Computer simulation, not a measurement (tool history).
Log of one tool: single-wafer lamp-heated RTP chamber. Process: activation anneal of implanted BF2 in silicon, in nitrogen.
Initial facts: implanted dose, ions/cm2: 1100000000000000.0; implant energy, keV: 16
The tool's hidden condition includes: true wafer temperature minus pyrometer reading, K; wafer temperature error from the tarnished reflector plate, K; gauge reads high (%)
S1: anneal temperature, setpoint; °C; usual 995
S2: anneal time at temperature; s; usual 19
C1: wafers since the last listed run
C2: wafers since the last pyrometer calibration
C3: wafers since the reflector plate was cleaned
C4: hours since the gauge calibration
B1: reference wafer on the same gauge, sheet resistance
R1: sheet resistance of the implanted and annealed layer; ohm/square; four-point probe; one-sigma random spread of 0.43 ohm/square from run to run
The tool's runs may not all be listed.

| run | hour | S1 | S2 | C1 | C2 | C3 | C4 | B1 | R1 |
|---|---|---|---|---|---|---|---|---|---|
| 1 | 0.0 | 995 | 19 | 0 | 3350 | 2170 | 115.8 | 197.99 | 211.95 |
| 2 | 36.2 | 995 | 19 | 626 | 3976 | 2796 | 152.0 | 198.02 | 211.70 |
| 3 | 86.2 | 995 | 19 | 865 | 4841 | 3661 | 202.0 | 198.06 | 211.14 |
| 4 | 146.5 | 1015 | 27 | 1043 | 5885 | 4704 | 262.3 | 198.16 | 168.01 |
|  | 217.6 | pyrometer window cleaned and pyrometer calibrated |
| 5 | 218.1 | 1015 | 27 | 1100 | 8 | 5805 | 333.9 | 198.00 | 170.31 |
| 6 | 254.4 | 1015 | 27 | 628 | 636 | 6433 | 370.2 | 198.05 | 170.02 |
| 7 | 311.5 | 995 | 19 | 987 | 1624 | 7421 | 427.3 | 198.05 | 213.41 |
| 8 | 348.9 | 974 | 30 | 647 | 2271 | 8068 | 464.7 | 197.93 | 236.72 |
| 9 | 410.2 | 974 | 30 | 1060 | 3331 | 9128 | 526.0 | 197.93 | 235.71 |
| 10 | 454.9 | 984 | 24 | 773 | 4105 | 9902 | 570.7 | 198.06 | 223.92 |
| 11 | 483.6 | 995 | 19 | 496 | 4601 | 10398 | 599.4 | 197.98 | 212.23 |
|  | 528.9 | gauge calibrated |
|  | 546.3 | reflector plate cleaned |
| 12 | 550.1 | 1012 | 23 | 1012 | 5613 | 65 | 21.2 | 198.18 | 177.44 |
|  | 609.8 | pyrometer window cleaned and pyrometer calibrated |
| 13 | 610.3 | 1005 | 19 | 903 | 8 | 968 | 81.4 | 198.08 | 197.18 |
| 14 | 659.5 | 995 | 19 | 851 | 859 | 1819 | 130.6 | 198.28 | 213.25 |
| 15 | 707.9 | 968 | 11 | 837 | 1697 | 2657 | 179.0 | 198.05 | 281.11 |

Some steps in R1 between neighbouring runs. How much of each would the tool show without its hidden state too (settings, what came in, random variation), and how much is left for the hidden state, with any gauge scatter that isn't in both results?
Run 4 -> 5: pyrometer window cleaned and pyrometer calibrated. R1 +2.30 ohm/square: hidden state +2.15, all else +0.15.
Run 14 -> 15: S1 995 -> 968, S2 19 -> 11. R1 +67.86 ohm/square: hidden state -0.57, all else +68.43.
